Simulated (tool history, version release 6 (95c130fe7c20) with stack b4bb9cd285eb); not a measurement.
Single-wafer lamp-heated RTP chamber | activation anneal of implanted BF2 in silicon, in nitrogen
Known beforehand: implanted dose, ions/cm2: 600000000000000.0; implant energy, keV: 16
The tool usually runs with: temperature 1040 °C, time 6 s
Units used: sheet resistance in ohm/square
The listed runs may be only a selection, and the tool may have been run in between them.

run	hour	temperature	time	read-back reference wafer on the same gauge, sheet resistance	sheet resistance
1	0	1020	7	266.3	264.12
# hour 22.8: reflector plate cleaned
# hour 29.1: gauge calibrated
2	54.2	1020	7	265.92	263.35
# hour 114.5: pyrometer window cleaned and pyrometer calibrated
3	198.1	1020	7	265.82	261.55
4	267.8	1040	7	266.27	245.44
5	308.7	1040	7	266.12	242.41
# hour 322.6: pyrometer window cleaned and pyrometer calibrated
6	363.2	1040	3	265.19	263
7	387.2	1022	7	265.42	264.22
8	417.6	1022	7	266.89	266.48
9	443.4	1022	7	265.88	262.22
# hour 471.7: reflector plate cleaned
10	473.7	1040	6	265.93	248
# hour 537.5: pyrometer window cleaned and pyrometer calibrated
11	538	1040	6	266.37	252.76
12	568.8	1040	6	265.98	251.19
13	611.8	1040	8	265.27	244.97
14	683.4	1064	5	265.96	237.58
# hour 732.5: pyrometer window cleaned and pyrometer calibrated
15	733	1040	6	265.09	255.1
16	753.6	1050	7	266.32	244.97
# hour 777.8: gauge calibrated
17	779	1067	3	266.48	247.15
18	838.9	1048	8	265.46	241.16
# hour 859.9: reflector plate cleaned
19	879.6	1064	4	265.97	241.4
20	917.8	1019	3	265.7	276.14
# hour 933.1: pyrometer window cleaned and pyrometer calibrated
21	962.8	1040	6	266.98	252.99
22	1000.3	1014	5	265.93	274.5
23	1035.2	1015	4	266.39	278.38
24	1062.9	1014	10	265.8	260.32
25	1112.7	1067	6	265.44	230.91

Each row is a separate what-if for the run after 25, all from the same tool condition, not one after another. Results?
A	1113.1	1040	6	?	?
B	1113.1	1013	8	?	?
C	1113.1	1070	8	?	?

run	read-back reference wafer on the same gauge, sheet resistance	sheet resistance
A	266.81	247.57
B	266.81	263.04
C	266.81	226.97
With no hidden state in the tool, these same runs would have given:
run	sheet resistance
A	254.36
B	271.33
C	231.17
